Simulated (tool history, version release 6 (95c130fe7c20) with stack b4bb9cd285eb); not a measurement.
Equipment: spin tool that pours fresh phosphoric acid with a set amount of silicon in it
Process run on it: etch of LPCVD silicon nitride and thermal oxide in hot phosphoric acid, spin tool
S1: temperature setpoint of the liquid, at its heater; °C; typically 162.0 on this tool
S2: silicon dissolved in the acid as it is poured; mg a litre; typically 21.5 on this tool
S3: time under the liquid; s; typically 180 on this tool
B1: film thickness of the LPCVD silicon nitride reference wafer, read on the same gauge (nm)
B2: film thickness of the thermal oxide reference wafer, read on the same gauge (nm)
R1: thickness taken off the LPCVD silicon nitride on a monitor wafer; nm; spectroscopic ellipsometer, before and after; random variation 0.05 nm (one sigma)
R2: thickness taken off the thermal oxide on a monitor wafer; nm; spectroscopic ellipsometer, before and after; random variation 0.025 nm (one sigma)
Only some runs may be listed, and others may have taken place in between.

{"run": 1, "hour": 0.0, "S1": 162.0, "S2": 21.5, "S3": 180, "B1": 30.01, "B2": 109.991, "R1": 15.1, "R2": 0.291}
{"run": 2, "hour": 7.0, "S1": 162.0, "S2": 21.5, "S3": 180, "B1": 30.01, "B2": 109.987, "R1": 15.04, "R2": 0.294}
{"run": 3, "hour": 18.9, "S1": 162.0, "S2": 34.0, "S3": 180, "B1": 30.0, "B2": 110.054, "R1": 15.12, "R2": 0.177}
{"run": 4, "hour": 42.2, "S1": 162.0, "S2": 21.5, "S3": 180, "B1": 30.01, "B2": 110.035, "R1": 15.05, "R2": 0.323}
{"run": 5, "hour": 52.3, "S1": 162.0, "S2": 31.5, "S3": 100, "B1": 30.0, "B2": 110.0, "R1": 8.36, "R2": 0.114}
{"run": 6, "hour": 60.4, "S1": 161.0, "S2": 21.5, "S3": 255, "B1": 29.99, "B2": 109.979, "R1": 20.65, "R2": 0.408}
{"run": 7, "hour": 67.0, "S1": 162.0, "S2": 21.5, "S3": 180, "B1": 30.0, "B2": 109.999, "R1": 15.0, "R2": 0.32}
{"run": 8, "hour": 76.1, "S1": 162.0, "S2": 21.5, "S3": 180, "B1": 30.01, "B2": 109.968, "R1": 15.01, "R2": 0.271}
{"run": 9, "hour": 83.0, "S1": 162.0, "S2": 21.5, "S3": 180, "B1": 30.0, "B2": 109.992, "R1": 15.07, "R2": 0.287}
{"hour": 91.8, "done": "dissolved silicon flow meter replaced"}
{"run": 10, "hour": 97.0, "S1": 163.5, "S2": 21.5, "S3": 180, "B1": 30.0, "B2": 110.003, "R1": 15.82, "R2": 0.368}
{"run": 11, "hour": 103.0, "S1": 163.0, "S2": 15.5, "S3": 140, "B1": 30.01, "B2": 110.039, "R1": 12.06, "R2": 0.273}
{"run": 12, "hour": 115.0, "S1": 163.5, "S2": 33.0, "S3": 110, "B1": 30.01, "B2": 110.014, "R1": 9.59, "R2": 0.134}
{"run": 13, "hour": 126.2, "S1": 162.0, "S2": 37.0, "S3": 180, "B1": 30.01, "B2": 110.018, "R1": 15.02, "R2": 0.17}
{"run": 14, "hour": 140.4, "S1": 163.0, "S2": 32.5, "S3": 80, "B1": 30.01, "B2": 110.04, "R1": 6.89, "R2": 0.108}
{"run": 15, "hour": 157.9, "S1": 162.0, "S2": 33.5, "S3": 250, "B1": 30.0, "B2": 109.989, "R1": 20.86, "R2": 0.272}
{"run": 16, "hour": 165.2, "S1": 162.0, "S2": 21.5, "S3": 180, "B1": 30.0, "B2": 109.985, "R1": 14.88, "R2": 0.308}
{"run": 17, "hour": 176.5, "S1": 164.5, "S2": 21.5, "S3": 180, "B1": 30.02, "B2": 110.013, "R1": 16.22, "R2": 0.346}
{"run": 18, "hour": 185.7, "S1": 163.0, "S2": 26.5, "S3": 180, "B1": 30.01, "B2": 109.992, "R1": 15.52, "R2": 0.318}
{"run": 19, "hour": 194.7, "S1": 159.0, "S2": 21.5, "S3": 180, "B1": 30.02, "B2": 110.029, "R1": 13.43, "R2": 0.257}
{"run": 20, "hour": 205.8, "S1": 160.0, "S2": 21.5, "S3": 125, "B1": 29.97, "B2": 109.993, "R1": 9.73, "R2": 0.179}
{"hour": 216.9, "done": "gauge calibrated"}
{"run": 21, "hour": 217.7, "S1": 162.0, "S2": 21.5, "S3": 180, "B1": 30.0, "B2": 109.973, "R1": 14.88, "R2": 0.292}
{"run": 22, "hour": 232.7, "S1": 162.0, "S2": 31.0, "S3": 180, "B1": 29.98, "B2": 110.016, "R1": 14.97, "R2": 0.2}
{"run": 23, "hour": 250.6, "S1": 165.0, "S2": 13.5, "S3": 120, "B1": 30.01, "B2": 109.995, "R1": 10.93, "R2": 0.316}

What if the next run were any one of these 3? Each begins from the tool's condition after run 23:
{"run": "A", "hour": 251.1, "S1": 162.0, "S2": 21.5, "S3": 85, "B1": "?", "B2": "?", "R1": "?", "R2": "?"}
{"run": "B", "hour": 251.1, "S1": 164.5, "S2": 21.5, "S3": 90, "B1": "?", "B2": "?", "R1": "?", "R2": "?"}
{"run": "C", "hour": 251.1, "S1": 159.0, "S2": 21.5, "S3": 215, "B1": "?", "B2": "?", "R1": "?", "R2": "?"}

run=A B1=30.00 B2=109.984 R1=7.01 R2=0.123
run=B B1=30.00 B2=109.984 R1=8.06 R2=0.157
run=C B1=30.00 B2=109.984 R1=16.02 R2=0.250
Stripped of hidden state, with their random variation kept, the same runs would have yielded:
run=A R1=7.27 R2=0.134
run=B R1=8.36 R2=0.170
run=C R1=16.62 R2=0.271

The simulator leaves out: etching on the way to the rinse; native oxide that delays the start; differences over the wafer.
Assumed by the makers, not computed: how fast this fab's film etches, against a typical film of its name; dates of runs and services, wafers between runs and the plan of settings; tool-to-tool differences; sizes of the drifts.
